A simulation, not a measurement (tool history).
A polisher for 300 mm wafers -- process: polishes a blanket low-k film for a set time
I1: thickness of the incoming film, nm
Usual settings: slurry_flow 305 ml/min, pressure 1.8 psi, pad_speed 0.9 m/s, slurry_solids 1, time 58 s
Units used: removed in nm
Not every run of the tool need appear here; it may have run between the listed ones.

{"run": 1, "hour": 0.0, "slurry_flow": 305, "pressure": 1.8, "pad_speed": 0.9, "slurry_solids": 1, "time": 58, "I1": 672.1, "removed": 15.7}
{"run": 2, "hour": 78.5, "slurry_flow": 305, "pressure": 1.8, "pad_speed": 0.9, "slurry_solids": 1, "time": 58, "I1": 672.5, "removed": 15.9}
{"run": 3, "hour": 132.7, "slurry_flow": 305, "pressure": 1.8, "pad_speed": 0.9, "slurry_solids": 1, "time": 58, "I1": 675.8, "removed": 15.6}
{"hour": 154.4, "done": "slurry nozzle cleaned"}
{"run": 4, "hour": 183.6, "slurry_flow": 305, "pressure": 1.8, "pad_speed": 0.9, "slurry_solids": 1, "time": 58, "I1": 656.5, "removed": 15.6}
{"hour": 221.2, "done": "worn pad replaced by a new one"}
{"run": 5, "hour": 265.9, "slurry_flow": 305, "pressure": 1.8, "pad_speed": 0.9, "slurry_solids": 1, "time": 58, "I1": 656.2, "removed": 15.2}
{"hour": 283.5, "done": "head pressure recalibrated"}
{"run": 6, "hour": 332.6, "slurry_flow": 305, "pressure": 1.8, "pad_speed": 0.9, "slurry_solids": 1, "time": 58, "I1": 679.3, "removed": 15}
{"hour": 339.9, "done": "conditioning disc replaced and pad reconditioned, repeated, since the last time left the tool worse"}
{"hour": 374.6, "done": "slurry blender recalibrated"}
{"run": 7, "hour": 536.2, "slurry_flow": 350, "pressure": 1.8, "pad_speed": 0.7, "slurry_solids": 1, "time": 58, "I1": 677.7, "removed": 14.1}
{"run": 8, "hour": 595.9, "slurry_flow": 305, "pressure": 1.8, "pad_speed": 0.9, "slurry_solids": 1, "time": 58, "I1": 669.1, "removed": 16.8}
{"run": 9, "hour": 675.5, "slurry_flow": 385, "pressure": 2, "pad_speed": 0.9, "slurry_solids": 1, "time": 58, "I1": 674.4, "removed": 18.4}
{"hour": 747.1, "done": "worn pad replaced by a new one"}
{"hour": 755.2, "done": "slurry nozzle cleaned"}
{"run": 10, "hour": 779.3, "slurry_flow": 235, "pressure": 1.8, "pad_speed": 0.9, "slurry_solids": 1, "time": 66, "I1": 664.7, "removed": 17.8}
{"hour": 797.6, "done": "conditioning disc replaced and pad reconditioned"}
{"hour": 832.4, "done": "head pressure recalibrated"}
{"hour": 845.5, "done": "slurry blender recalibrated"}
{"run": 11, "hour": 846.0, "slurry_flow": 340, "pressure": 1.8, "pad_speed": 1.2, "slurry_solids": 1, "time": 58, "I1": 668.4, "removed": 21.4}
{"run": 12, "hour": 892.6, "slurry_flow": 305, "pressure": 1.8, "pad_speed": 0.9, "slurry_solids": 1, "time": 58, "I1": 656.5, "removed": 17}
{"run": 13, "hour": 982.2, "slurry_flow": 215, "pressure": 2.3, "pad_speed": 0.9, "slurry_solids": 1.3, "time": 58, "I1": 674.9, "removed": 23.8}
{"run": 14, "hour": 1068.5, "slurry_flow": 305, "pressure": 1.8, "pad_speed": 0.9, "slurry_solids": 1, "time": 58, "I1": 668.4, "removed": 16.5}
{"run": 15, "hour": 1154.8, "slurry_flow": 305, "pressure": 1.8, "pad_speed": 0.9, "slurry_solids": 1, "time": 48, "I1": 670.4, "removed": 13.6}
{"hour": 1178.3, "done": "worn pad replaced by a new one"}
{"hour": 1237.8, "done": "conditioning disc replaced and pad reconditioned"}
{"run": 16, "hour": 1246.9, "slurry_flow": 305, "pressure": 2, "pad_speed": 1.14, "slurry_solids": 1, "time": 58, "I1": 663, "removed": 22.2}
{"hour": 1296.6, "done": "slurry nozzle cleaned"}
{"run": 17, "hour": 1297.1, "slurry_flow": 305, "pressure": 1.8, "pad_speed": 0.7, "slurry_solids": 1, "time": 58, "I1": 678.3, "removed": 14}
{"run": 18, "hour": 1352.2, "slurry_flow": 305, "pressure": 1.8, "pad_speed": 0.9, "slurry_solids": 1.25, "time": 58, "I1": 675.3, "removed": 18.6}
{"hour": 1398.8, "done": "slurry blender recalibrated"}
{"hour": 1402.7, "done": "head pressure recalibrated"}
{"run": 19, "hour": 1404.4, "slurry_flow": 305, "pressure": 1.8, "pad_speed": 0.9, "slurry_solids": 1, "time": 58, "I1": 673.1, "removed": 16.5}
{"run": 20, "hour": 1501.2, "slurry_flow": 305, "pressure": 1.8, "pad_speed": 0.9, "slurry_solids": 1, "time": 58, "I1": 674.4, "removed": 16.8}
{"run": 21, "hour": 1586.2, "slurry_flow": 275, "pressure": 1.2, "pad_speed": 0.66, "slurry_solids": 0.8, "time": 58, "I1": 657.8, "removed": 7.7}
{"run": 22, "hour": 1682.1, "slurry_flow": 305, "pressure": 1.8, "pad_speed": 0.9, "slurry_solids": 1, "time": 58, "I1": 680.7, "removed": 15.8}
{"hour": 1713.5, "done": "worn pad replaced by a new one"}
{"hour": 1747.2, "done": "slurry nozzle cleaned"}
{"run": 23, "hour": 1760.2, "slurry_flow": 230, "pressure": 1.8, "pad_speed": 0.9, "slurry_solids": 1, "time": 72, "I1": 671.4, "removed": 18.8}
{"hour": 1780.4, "done": "conditioning disc replaced and pad reconditioned"}
{"run": 24, "hour": 1806.2, "slurry_flow": 275, "pressure": 1.8, "pad_speed": 0.82, "slurry_solids": 1, "time": 58, "I1": 677.4, "removed": 15.7}

What was the tool's hidden state at every run in the log?
removal rate lost through wear of the pad, %: 0 on each run
slurry flow missing at the pad, %: 0 on each run
deviation of the head's pressure from its setpoint, %: 0 on each run
abrasive missing from the slurry, %: 0 on each run
H1: time polished since the conditioner stopped cutting, s
run=1 H1=291
run=2 H1=298
run=3 H1=309
run=4 H1=324
run=5 H1=356
run=6 H1=391
run=7 H1=71.2
run=8 H1=93.7
run=9 H1=133
run=10 H1=200
run=11 H1=3.5
run=12 H1=9.06
run=13 H1=29.9
run=14 H1=62.7
run=15 H1=108
run=16 H1=73.1
run=17 H1=75.9
run=18 H1=83.9
run=19 H1=96.1
run=20 H1=131
run=21 H1=174
run=22 H1=238
run=23 H1=301
run=24 H1=2.59
